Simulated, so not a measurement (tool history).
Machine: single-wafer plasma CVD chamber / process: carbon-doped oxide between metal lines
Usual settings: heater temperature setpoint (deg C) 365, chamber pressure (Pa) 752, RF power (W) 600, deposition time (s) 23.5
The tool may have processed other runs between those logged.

run	day	heater temperature setpoint (deg C)	chamber pressure (Pa)	RF power (W)	deposition time (s)	wafers since the last listed run	hours since the last thermocouple change	hours since the last RF generator calibration	hours since the last manometer calibration	hours since the showerhead was replaced	hours since the gauge calibration	read-back reference wafer on the same gauge, thickness_nm	mean film thickness on the monitor wafer (Å)
1	0	365	752	600	23.5	0	1193.2	1498.4	3046.2	5260	494.5	122.953	1133.57
2	0.433	365	752	600	23.5	281	1203.6	1508.8	3056.6	5270.4	504.9	122.908	1134.93
# day 0.608: gauge calibrated
# day 0.904: RF generator calibrated
# day 1.133: capacitance manometer re-zeroed and calibrated
3	1.154	365	752	600	23.5	102	1220.9	6	0.5	5287.7	13.1	123.078	1180.6
4	1.196	354	752	575	23.5	27	1221.9	7	1.5	5288.7	14.1	123.049	1183.48
5	1.867	354	752	575	23.5	436	1238	23.1	17.6	5304.8	30.2	122.966	1180.37
6	2.554	365	752	600	23.5	447	1254.5	39.6	34.1	5321.3	46.7	123.04	1185.01
7	3.129	370	752	600	21.2	374	1268.3	53.4	47.9	5335.1	60.5	123.066	1052.54
8	4.8	365	752	600	25.7	1087	1308.4	93.5	88	5375.2	100.6	123.043	1277.59
9	5.238	365	899	665	23.5	284	1318.9	104	98.5	5385.7	111.1	122.929	1283.42
10	5.638	371	752	600	23.5	260	1328.5	113.6	108.1	5395.3	120.7	123.061	1159.15
11	5.967	365	752	600	23.5	214	1336.4	121.5	116	5403.2	128.6	122.982	1168.05
12	6.575	365	752	600	22.3	395	1351	136.1	130.6	5417.8	143.2	123.021	1113.96
13	7.129	360	635	540	28.1	360	1364.3	149.4	143.9	5431.1	156.5	122.977	1276.56
14	7.508	365	808	600	23.5	246	1373.4	158.5	153	5440.2	165.6	122.981	1183.86
15	7.888	365	640	600	26.7	246	1382.5	167.6	162.1	5449.3	174.7	122.991	1277.68
16	8.167	365	752	600	23.5	181	1389.2	174.3	168.8	5456	181.4	122.942	1166.17
17	8.462	360	616	640	23.5	192	1396.3	181.4	175.9	5463.1	188.5	122.98	1168.64
# day 8.838: showerhead replaced, of another model than before
18	9.004	365	752	600	23.5	135	1409.3	194.4	188.9	4	201.5	123.017	1180.07
# day 9.658: thermocouple changed; heater temperature recalibrated
19	9.679	365	752	555	26.4	222	0.5	210.6	205.1	20.2	217.7	123.036	1287.65
20	11.712	374	687	600	23.5	1322	49.3	259.4	253.9	69	266.5	122.983	1142.22
21	12.217	371	752	550	23.5	328	61.4	271.5	266	81.1	278.6	123.073	1127.55
22	12.838	365	752	600	23.5	403	76.3	286.4	280.9	96	293.5	123.081	1174.88
23	13.458	365	752	490	23.5	403	91.2	301.3	295.8	110.9	308.4	122.937	1109.17
24	13.812	360	752	685	19.9	230	99.7	309.8	304.3	119.4	316.9	122.992	1049.38
25	14.279	376	629	600	20.8	303	110.9	321	315.5	130.6	328.1	122.882	995.85
26	14.6	374	752	600	23.5	208	118.6	328.7	323.2	138.3	335.8	123.039	1151.41
27	15.042	365	752	600	23.5	287	129.2	339.3	333.8	148.9	346.4	122.976	1172.56
28	15.321	365	752	560	21	181	135.9	346	340.5	155.6	353.1	122.899	1031.3
29	16.038	365	752	600	23.5	466	153.1	363.2	357.7	172.8	370.3	123.017	1171.82

3 options for the next run, each taken on its own from the tool as it stands now. Forecast them:
A	16.054	365	752	600	23.5	10	153.5	363.6	358.1	173.2	370.7	?	?
B	16.054	358	752	600	23.5	10	153.5	363.6	358.1	173.2	370.7	?	?
C	16.054	372	752	600	23.5	10	153.5	363.6	358.1	173.2	370.7	?	?

run	read-back reference wafer on the same gauge, thickness_nm	mean film thickness on the monitor wafer (Å)
A	122.926	1165.98
B	122.926	1184.41
C	122.926	1148.71
Without the tool's unlogged condition, the same runs would have read:
run	mean film thickness on the monitor wafer (Å)
A	1183.09
B	1201.79
C	1165.57
